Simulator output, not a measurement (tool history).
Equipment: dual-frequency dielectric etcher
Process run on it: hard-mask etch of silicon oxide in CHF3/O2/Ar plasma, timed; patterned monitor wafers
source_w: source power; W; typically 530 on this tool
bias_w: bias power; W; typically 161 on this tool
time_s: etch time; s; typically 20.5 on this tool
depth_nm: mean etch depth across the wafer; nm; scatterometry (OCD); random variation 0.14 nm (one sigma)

| run | hour | source_w | bias_w | time_s | wafers since the last listed run | hours since the last wet clean | hours since the last source power generator calibration | hours since the last bias power generator calibration | hours since the last upper electrode change | hours since the gauge calibration | read-back reference wafer on the same gauge, depth_nm | depth_nm |
|---|---|---|---|---|---|---|---|---|---|---|---|---|
| 1 | 0.0 | 530 | 161 | 20.5 | 0 | 417.8 | 1161.2 | 2506.5 | 1107.7 | 1004.2 | 40.59 | 35.74 |
|  | 151.2 | wet clean of the chamber |
| 2 | 201.7 | 530 | 161 | 20.5 | 3185 | 50.5 | 1362.9 | 2708.2 | 1309.4 | 1205.9 | 40.58 | 35.80 |
| 3 | 306.4 | 530 | 161 | 20.5 | 1877 | 155.2 | 1467.6 | 2812.9 | 1414.1 | 1310.6 | 40.60 | 35.84 |
| 4 | 378.3 | 530 | 161 | 20.5 | 1289 | 227.1 | 1539.5 | 2884.8 | 1486.0 | 1382.5 | 40.57 | 35.75 |
| 5 | 479.1 | 530 | 161 | 20.5 | 1807 | 327.9 | 1640.3 | 2985.6 | 1586.8 | 1483.3 | 40.61 | 35.89 |
| 6 | 546.4 | 470 | 161 | 20.5 | 1206 | 395.2 | 1707.6 | 3052.9 | 1654.1 | 1550.6 | 40.57 | 33.92 |
| 7 | 603.0 | 530 | 161 | 20.5 | 1014 | 451.8 | 1764.2 | 3109.5 | 1710.7 | 1607.2 | 40.58 | 35.66 |
| 8 | 682.3 | 530 | 161 | 20.5 | 1421 | 531.1 | 1843.5 | 3188.8 | 1790.0 | 1686.5 | 40.62 | 35.78 |
| 9 | 728.5 | 530 | 161 | 20.5 | 828 | 577.3 | 1889.7 | 3235.0 | 1836.2 | 1732.7 | 40.64 | 35.73 |
|  | 773.9 | bias power generator calibrated |
|  | 778.1 | wet clean of the chamber |
| 10 | 793.5 | 530 | 161 | 20.5 | 1018 | 15.4 | 1954.7 | 19.6 | 1901.2 | 1797.7 | 40.58 | 35.79 |
| 11 | 881.5 | 530 | 161 | 20.5 | 1577 | 103.4 | 2042.7 | 107.6 | 1989.2 | 1885.7 | 40.59 | 35.94 |
|  | 1117.7 | gauge calibrated |
| 12 | 1196.3 | 530 | 161 | 20.5 | 5643 | 418.2 | 2357.5 | 422.4 | 2304.0 | 78.6 | 40.62 | 35.68 |
| 13 | 1237.9 | 530 | 161 | 20.5 | 745 | 459.8 | 2399.1 | 464.0 | 2345.6 | 120.2 | 40.55 | 35.52 |
|  | 1322.6 | upper electrode replaced |
| 14 | 1334.7 | 530 | 161 | 20.5 | 1305 | 556.6 | 2495.9 | 560.8 | 12.1 | 217.0 | 40.63 | 35.89 |
| 15 | 1373.5 | 530 | 161 | 20.5 | 695 | 595.4 | 2534.7 | 599.6 | 50.9 | 255.8 | 40.63 | 35.93 |
|  | 1415.6 | wet clean of the chamber |
| 16 | 1473.1 | 500 | 199 | 17.0 | 1355 | 57.5 | 2634.3 | 699.2 | 150.5 | 355.4 | 40.58 | 31.15 |
| 17 | 1524.5 | 530 | 161 | 20.5 | 921 | 108.9 | 2685.7 | 750.6 | 201.9 | 406.8 | 40.64 | 35.90 |
| 18 | 1588.0 | 600 | 181 | 24.5 | 1138 | 172.4 | 2749.2 | 814.1 | 265.4 | 470.3 | 40.62 | 46.23 |
|  | 1611.4 | source power generator calibrated |
| 19 | 1636.6 | 530 | 161 | 20.5 | 799 | 221.0 | 25.2 | 862.7 | 314.0 | 518.9 | 40.62 | 35.68 |
| 20 | 1716.6 | 430 | 185 | 20.5 | 1434 | 301.0 | 105.2 | 942.7 | 394.0 | 598.9 | 40.60 | 34.73 |
| 21 | 1812.1 | 530 | 187 | 20.5 | 1712 | 396.5 | 200.7 | 1038.2 | 489.5 | 694.4 | 40.62 | 37.22 |
| 22 | 1879.2 | 530 | 145 | 20.5 | 1202 | 463.6 | 267.8 | 1105.3 | 556.6 | 761.5 | 40.55 | 34.69 |
|  | 1918.8 | wet clean of the chamber |
| 23 | 1961.8 | 530 | 161 | 22.5 | 1050 | 43.0 | 350.4 | 1187.9 | 639.2 | 844.1 | 40.62 | 39.26 |
| 24 | 2003.9 | 610 | 173 | 26.5 | 754 | 85.1 | 392.5 | 1230.0 | 681.3 | 886.2 | 40.61 | 49.73 |
| 25 | 2076.7 | 620 | 161 | 18.0 | 1305 | 157.9 | 465.3 | 1302.8 | 754.1 | 959.0 | 40.58 | 33.31 |
| 26 | 2168.8 | 530 | 161 | 20.5 | 1651 | 250.0 | 557.4 | 1394.9 | 846.2 | 1051.1 | 40.58 | 35.64 |
| 27 | 2229.3 | 530 | 161 | 20.5 | 1084 | 310.5 | 617.9 | 1455.4 | 906.7 | 1111.6 | 40.62 | 35.60 |
| 28 | 2301.4 | 650 | 132 | 20.5 | 1292 | 382.6 | 690.0 | 1527.5 | 978.8 | 1183.7 | 40.61 | 36.35 |
| 29 | 2397.9 | 640 | 126 | 20.5 | 1730 | 479.1 | 786.5 | 1624.0 | 1075.3 | 1280.2 | 40.58 | 35.48 |
|  | 2442.5 | wet clean of the chamber |
| 30 | 2452.8 | 530 | 176 | 23.5 | 553 | 10.3 | 841.4 | 1678.9 | 1130.2 | 1335.1 | 40.64 | 42.02 |

Forecast each of these 3 alternatives for the next run:
| A | 2453.2 | 530 | 161 | 20.5 | 7 | 10.7 | 841.8 | 1679.3 | 1130.6 | 1335.5 | ? | ? |
| B | 2453.2 | 580 | 174 | 15.0 | 7 | 10.7 | 841.8 | 1679.3 | 1130.6 | 1335.5 | ? | ? |
| C | 2453.2 | 600 | 195 | 22.5 | 7 | 10.7 | 841.8 | 1679.3 | 1130.6 | 1335.5 | ? | ? |

| run | read-back reference wafer on the same gauge, depth_nm | depth_nm |
|---|---|---|
| A | 40.59 | 35.80 |
| B | 40.59 | 27.79 |
| C | 40.59 | 43.84 |
Stripped of hidden state, with their random variation kept, the same runs would have yielded:
| run | depth_nm |
|---|---|
| A | 35.80 |
| B | 27.79 |
| C | 43.84 |

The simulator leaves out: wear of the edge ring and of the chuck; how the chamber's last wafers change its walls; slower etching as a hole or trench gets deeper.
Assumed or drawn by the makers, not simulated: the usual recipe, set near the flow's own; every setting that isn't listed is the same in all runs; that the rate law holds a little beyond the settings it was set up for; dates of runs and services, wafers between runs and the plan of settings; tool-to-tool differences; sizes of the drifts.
